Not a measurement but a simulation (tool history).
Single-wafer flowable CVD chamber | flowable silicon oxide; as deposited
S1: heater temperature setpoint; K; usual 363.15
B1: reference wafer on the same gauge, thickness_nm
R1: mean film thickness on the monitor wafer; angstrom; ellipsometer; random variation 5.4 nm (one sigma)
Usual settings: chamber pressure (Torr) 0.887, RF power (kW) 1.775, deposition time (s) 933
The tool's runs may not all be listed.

run 1 day=0.000 | S1=363.15 chamber_pressure_(Torr)=0.887 RF_power_(kW)=1.775 deposition_time_(s)=933 | B1=747.235 | R1=9205.81
run 2 day=2.808 | S1=363.15 chamber_pressure_(Torr)=0.887 RF_power_(kW)=1.775 deposition_time_(s)=933 | B1=745.962 | R1=9211.00
run 3 day=4.108 | S1=363.15 chamber_pressure_(Torr)=0.887 RF_power_(kW)=1.775 deposition_time_(s)=933 | B1=746.887 | R1=9190.93
run 4 day=6.658 | S1=363.15 chamber_pressure_(Torr)=0.887 RF_power_(kW)=1.775 deposition_time_(s)=933 | B1=743.964 | R1=9169.94
run 5 day=12.033 | S1=363.15 chamber_pressure_(Torr)=0.887 RF_power_(kW)=1.775 deposition_time_(s)=933 | B1=738.616 | R1=9007.64
run 6 day=14.825 | S1=363.15 chamber_pressure_(Torr)=0.887 RF_power_(kW)=1.775 deposition_time_(s)=933 | B1=736.665 | R1=9066.58
run 7 day=17.233 | S1=363.15 chamber_pressure_(Torr)=0.887 RF_power_(kW)=1.775 deposition_time_(s)=933 | B1=734.906 | R1=8967.20
run 8 day=19.929 | S1=360.15 chamber_pressure_(Torr)=0.887 RF_power_(kW)=1.775 deposition_time_(s)=933 | B1=733.279 | R1=9851.74
run 9 day=21.500 | S1=363.15 chamber_pressure_(Torr)=0.887 RF_power_(kW)=1.775 deposition_time_(s)=933 | B1=732.558 | R1=8951.33
run 10 day=23.900 | S1=359.15 chamber_pressure_(Torr)=0.887 RF_power_(kW)=1.775 deposition_time_(s)=1034 | B1=730.923 | R1=11130.48
-- day=25.533 RF generator calibrated
run 11 day=26.654 | S1=363.15 chamber_pressure_(Torr)=0.887 RF_power_(kW)=1.775 deposition_time_(s)=830 | B1=728.278 | R1=7892.73
-- day=29.162 thermocouple changed; heater temperature recalibrated
run 12 day=31.712 | S1=375.15 chamber_pressure_(Torr)=1.083 RF_power_(kW)=2.080 deposition_time_(s)=1041 | B1=724.877 | R1=8556.86
run 13 day=34.079 | S1=363.15 chamber_pressure_(Torr)=0.973 RF_power_(kW)=1.550 deposition_time_(s)=790 | B1=722.197 | R1=7783.24
run 14 day=36.979 | S1=351.15 chamber_pressure_(Torr)=1.028 RF_power_(kW)=1.460 deposition_time_(s)=1028 | B1=721.348 | R1=14514.99
run 15 day=38.708 | S1=371.15 chamber_pressure_(Torr)=0.671 RF_power_(kW)=1.775 deposition_time_(s)=933 | B1=720.845 | R1=5205.12
run 16 day=39.754 | S1=363.15 chamber_pressure_(Torr)=0.672 RF_power_(kW)=1.775 deposition_time_(s)=1010 | B1=717.835 | R1=7388.41
-- day=40.629 showerhead replaced
-- day=41.083 gauge calibrated
-- day=47.362 capacitance manometer re-zeroed and calibrated
run 17 day=47.871 | S1=354.15 chamber_pressure_(Torr)=0.715 RF_power_(kW)=1.905 deposition_time_(s)=774 | B1=756.229 | R1=8364.40
run 18 day=49.925 | S1=363.15 chamber_pressure_(Torr)=1.056 RF_power_(kW)=1.435 deposition_time_(s)=815 | B1=754.487 | R1=8749.08
run 19 day=51.946 | S1=363.15 chamber_pressure_(Torr)=1.043 RF_power_(kW)=1.775 deposition_time_(s)=1092 | B1=753.703 | R1=12506.03
run 20 day=53.629 | S1=352.15 chamber_pressure_(Torr)=0.887 RF_power_(kW)=1.775 deposition_time_(s)=752 | B1=750.371 | R1=10219.60
run 21 day=54.879 | S1=363.15 chamber_pressure_(Torr)=0.887 RF_power_(kW)=1.500 deposition_time_(s)=1099 | B1=751.542 | R1=10100.43
run 22 day=56.471 | S1=363.15 chamber_pressure_(Torr)=0.757 RF_power_(kW)=2.015 deposition_time_(s)=818 | B1=749.344 | R1=7180.42
run 23 day=57.808 | S1=363.15 chamber_pressure_(Torr)=1.003 RF_power_(kW)=1.775 deposition_time_(s)=933 | B1=747.618 | R1=10294.75

Run 24 comes next. What will it give?
run 24 day=60.621 | S1=359.15 chamber_pressure_(Torr)=0.887 RF_power_(kW)=1.775 deposition_time_(s)=933 | B1=? | R1=?

Run 24 gave B1 746.888, R1 10223.01 angstrom.
Without the tool's hidden state the same run would have given R1 10355.72 angstrom.
